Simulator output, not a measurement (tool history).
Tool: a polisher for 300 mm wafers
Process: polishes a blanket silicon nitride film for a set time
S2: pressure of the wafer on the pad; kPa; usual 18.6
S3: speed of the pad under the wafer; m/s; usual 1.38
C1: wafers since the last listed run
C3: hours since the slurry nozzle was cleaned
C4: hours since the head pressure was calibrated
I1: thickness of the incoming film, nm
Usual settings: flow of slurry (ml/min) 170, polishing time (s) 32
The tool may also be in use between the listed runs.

Run 1, hour 0: usual settings; C1 0; wafers polished on this pad 160; C3 485.4; C4 757.7; I1 540.2. Result: film removed (nm) 56.5.
Run 2, hour 12.3: usual settings; C1 102; wafers polished on this pad 263; C3 497.7; C4 770; I1 551.1. Result: film removed (nm) 56.1.
Run 3, hour 24.1: usual settings; C1 98; wafers polished on this pad 362; C3 509.5; C4 781.8; I1 538.2. Result: film removed (nm) 56.8.
Run 4, hour 37.5: usual settings but S2 14.5 kPa, S3 1.76 m/s; C1 111; wafers polished on this pad 474; C3 522.9; C4 795.2; I1 533.2. Result: film removed (nm) 57.1.
Run 5, hour 54: usual settings but S2 14.5 kPa, S3 1.76 m/s; C1 137; wafers polished on this pad 612; C3 539.4; C4 811.7; I1 547. Result: film removed (nm) 55.4.
Run 6, hour 62.9: usual settings but S2 14.5 kPa, S3 1.76 m/s; C1 74; wafers polished on this pad 686; C3 548.3; C4 820.6; I1 544. Result: film removed (nm) 54.7.
Run 7, hour 71.6: usual settings but flow of slurry (ml/min) 140; C1 72; wafers polished on this pad 759; C3 557; C4 829.3; I1 544.1. Result: film removed (nm) 51.1.
Run 8, hour 80.2: usual settings; C1 71; wafers polished on this pad 831; C3 565.6; C4 837.9; I1 546.8. Result: film removed (nm) 51.5.
At hour 96.1: worn pad replaced by a new one.
Run 9, hour 96.6: usual settings; C1 103; wafers polished on this pad 3; C3 582; C4 854.3; I1 533.4. Result: film removed (nm) 56.2.
Run 10, hour 103.2: usual settings; C1 55; wafers polished on this pad 59; C3 588.6; C4 860.9; I1 548.1. Result: film removed (nm) 55.9.
Run 11, hour 114.9: usual settings but flow of slurry (ml/min) 195, S3 1.54 m/s; C1 97; wafers polished on this pad 156; C3 600.3; C4 872.6; I1 543.2. Result: film removed (nm) 62.2.
Run 12, hour 131.8: usual settings but flow of slurry (ml/min) 195, S3 1.54 m/s; C1 141; wafers polished on this pad 298; C3 617.2; C4 889.5; I1 543.1. Result: film removed (nm) 62.3.
At hour 139.8: head pressure recalibrated.
Run 13, hour 146.1: usual settings; C1 102; wafers polished on this pad 400; C3 631.5; C4 6.3; I1 539.6. Result: film removed (nm) 54.7.
Run 14, hour 156.2: usual settings; C1 84; wafers polished on this pad 485; C3 641.6; C4 16.4; I1 534.3. Result: film removed (nm) 54.9.
At hour 193: worn pad replaced by a new one.
Run 15, hour 198.4: usual settings; C1 319; wafers polished on this pad 44; C3 683.8; C4 58.6; I1 534.1. Result: film removed (nm) 56.6.
Run 16, hour 211.1: usual settings; C1 106; wafers polished on this pad 150; C3 696.5; C4 71.3; I1 542.8. Result: film removed (nm) 56.9.
Run 17, hour 236.1: usual settings but S2 13.8 kPa; C1 208; wafers polished on this pad 359; C3 721.5; C4 96.3; I1 534.7. Result: film removed (nm) 46.3.
Run 18, hour 250.6: usual settings but S2 13.8 kPa; C1 121; wafers polished on this pad 481; C3 736; C4 110.8; I1 543. Result: film removed (nm) 45.7.
Run 19, hour 265.7: usual settings but S2 13.8 kPa, S3 0.98 m/s, polishing time (s) 41; C1 126; wafers polished on this pad 607; C3 751.1; C4 125.9; I1 548.3. Result: film removed (nm) 43.4.
Run 20, hour 287.6: usual settings but S2 14.5 kPa, S3 1.76 m/s; C1 182; wafers polished on this pad 790; C3 773; C4 147.8; I1 535.3. Result: film removed (nm) 52.8.
At hour 293.2: worn pad replaced by a new one.
Run 21, hour 295.7: usual settings but flow of slurry (ml/min) 200, S2 24.1 kPa, polishing time (s) 38; C1 34; wafers polished on this pad 21; C3 781.1; C4 155.9; I1 549. Result: film removed (nm) 82.7.
Run 22, hour 303.8: usual settings but flow of slurry (ml/min) 230, S3 1.72 m/s, polishing time (s) 41; C1 67; wafers polished on this pad 88; C3 789.2; C4 164; I1 540.1. Result: film removed (nm) 89.2.
Run 23, hour 312.6: usual settings but S3 1.7 m/s; C1 73; wafers polished on this pad 162; C3 798; C4 172.8; I1 540.7. Result: film removed (nm) 66.2.
At hour 319: slurry nozzle cleaned.
Run 24, hour 324.5: usual settings but S3 1.7 m/s; C1 91; wafers polished on this pad 253; C3 5.5; C4 184.7; I1 547.5. Result: film removed (nm) 66.9.
Run 25, hour 340.2: usual settings; C1 131; wafers polished on this pad 384; C3 21.2; C4 200.4; I1 531.4. Result: film removed (nm) 56.
Run 26, hour 349.3: usual settings but flow of slurry (ml/min) 215, S2 16.5 kPa, S3 1.58 m/s, polishing time (s) 38; C1 76; wafers polished on this pad 460; C3 30.3; C4 209.5; I1 539.3. Result: film removed (nm) 67.7.
Run 27, hour 357.1: usual settings; C1 65; wafers polished on this pad 525; C3 38.1; C4 217.3; I1 534.6. Result: film removed (nm) 55.6.
Run 28, hour 370: usual settings but S3 1.54 m/s; C1 107; wafers polished on this pad 633; C3 51; C4 230.2; I1 546.9. Result: film removed (nm) 58.2.
At hour 389.4: worn pad replaced by a new one.
Run 29, hour 389.9: usual settings but flow of slurry (ml/min) 130, S3 1.56 m/s; C1 132; wafers polished on this pad 4; C3 70.9; C4 250.1; I1 539.8. Result: film removed (nm) 59.3.
Run 30, hour 404: usual settings but flow of slurry (ml/min) 205; C1 117; wafers polished on this pad 121; C3 85; C4 264.2; I1 542.3. Result: film removed (nm) 57.
Run 31, hour 418.4: usual settings but S3 1.54 m/s; C1 120; wafers polished on this pad 242; C3 99.4; C4 278.6; I1 541. Result: film removed (nm) 60.7.
Run 32, hour 428: usual settings but flow of slurry (ml/min) 135, S2 22.8 kPa, S3 1.24 m/s, polishing time (s) 41; C1 80; wafers polished on this pad 322; C3 109; C4 288.2; I1 548.7. Result: film removed (nm) 71.9.
Run 33, hour 434.2: usual settings; C1 51; wafers polished on this pad 374; C3 115.2; C4 294.4; I1 540.6. Result: film removed (nm) 55.4.
Run 34, hour 442.1: usual settings; C1 66; wafers polished on this pad 440; C3 123.1; C4 302.3; I1 542.1. Result: film removed (nm) 54.1.
Run 35, hour 453: usual settings but S2 13.1 kPa, S3 1.7 m/s, polishing time (s) 37; C1 91; wafers polished on this pad 531; C3 134; C4 313.2; I1 535.7. Result: film removed (nm) 57.7.
Run 36, hour 469.4: usual settings but flow of slurry (ml/min) 130, S2 22.1 kPa, S3 1.62 m/s, polishing time (s) 41; C1 137; wafers polished on this pad 668; C3 150.4; C4 329.6; I1 541. Result: film removed (nm) 83.4.
Run 37, hour 483.1: usual settings but flow of slurry (ml/min) 135, S2 24.1 kPa, S3 1.74 m/s; C1 114; wafers polished on this pad 782; C3 164.1; C4 343.3; I1 548.9. Result: film removed (nm) 71.4.
At hour 490.7: worn pad replaced by a new one.
Run 38, hour 496.5: usual settings; C1 78; wafers polished on this pad 48; C3 177.5; C4 356.7; I1 552. Result: film removed (nm) 56.5.

The same runs without the tool's hidden state, with the same run-to-run variation:
The hidden state here: removal rate lost through wear of the pad, %; slurry flow missing at the pad, %; deviation of the head's pressure from its setpoint, %.
run  film removed (nm)
  1               56.8
  2               56.8
  3                 58
  4               59.1
  5               58.7
  6               58.8
  7               55.8
  8               57.2
  9                 57
 10               56.7
 11               63.2
 12                 64
 13               56.8
 14               57.8
 15               56.8
 16               57.4
 17               47.4
 18               47.5
 19                 46
 20               58.2
 21                 83
 22               89.7
 23               66.8
 24               67.8
 25               57.5
 26               70.2
 27               58.2
 28               62.1
 29                 61
 30               58.8
 31               62.9
 32                 75
 33               58.2
 34               57.3
 35               61.9
 36               91.7
 37               80.5
 38               57.8
